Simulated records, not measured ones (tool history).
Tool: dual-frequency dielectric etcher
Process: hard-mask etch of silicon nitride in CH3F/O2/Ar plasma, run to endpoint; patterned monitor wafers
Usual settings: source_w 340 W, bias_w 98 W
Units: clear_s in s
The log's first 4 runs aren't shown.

| run | hour | source_w | bias_w | incoming incoming film thickness, nm | clear_s |
|---|---|---|---|---|---|
| 5 | 224.0 | 340 | 98 | 37.19 | 50.9 |
|  | 253.6 | bias power generator calibrated |
| 6 | 256.3 | 340 | 98 | 37.25 | 50.6 |
| 7 | 309.8 | 340 | 98 | 37.21 | 50.4 |
| 8 | 363.1 | 340 | 98 | 37.10 | 50.3 |
| 9 | 415.1 | 340 | 81 | 36.79 | 53.8 |
| 10 | 474.4 | 340 | 81 | 37.06 | 54.3 |
| 11 | 506.8 | 340 | 83 | 37.13 | 53.4 |
| 12 | 569.7 | 340 | 83 | 37.26 | 53.5 |
|  | 632.3 | wet clean of the chamber |
| 13 | 636.1 | 260 | 77 | 36.87 | 65.8 |
| 14 | 688.6 | 300 | 91 | 36.87 | 55.9 |
| 15 | 723.5 | 280 | 82 | 36.99 | 60.6 |
| 16 | 748.9 | 340 | 98 | 37.14 | 50.8 |
|  | 775.6 | upper electrode replaced |
| 17 | 798.4 | 340 | 90 | 36.97 | 51.6 |
| 18 | 836.5 | 340 | 98 | 37.31 | 50.4 |
| 19 | 869.7 | 340 | 98 | 37.01 | 50.0 |
| 20 | 921.3 | 370 | 98 | 36.59 | 47.1 |
| 21 | 952.4 | 290 | 80 | 37.13 | 60.1 |
| 22 | 1007.1 | 370 | 91 | 37.04 | 49.2 |
| 23 | 1032.3 | 340 | 98 | 37.26 | 51.0 |
| 24 | 1077.7 | 340 | 98 | 37.43 | 51.2 |
| 25 | 1130.3 | 340 | 98 | 37.31 | 50.8 |

Run 26 comes next. What will it give?
| 26 | 1186.1 | 340 | 98 | 36.93 | ? |

Run 26 gave clear_s 50.4 s.
Without the tool's hidden state the same run would have given clear_s 50.2 s.

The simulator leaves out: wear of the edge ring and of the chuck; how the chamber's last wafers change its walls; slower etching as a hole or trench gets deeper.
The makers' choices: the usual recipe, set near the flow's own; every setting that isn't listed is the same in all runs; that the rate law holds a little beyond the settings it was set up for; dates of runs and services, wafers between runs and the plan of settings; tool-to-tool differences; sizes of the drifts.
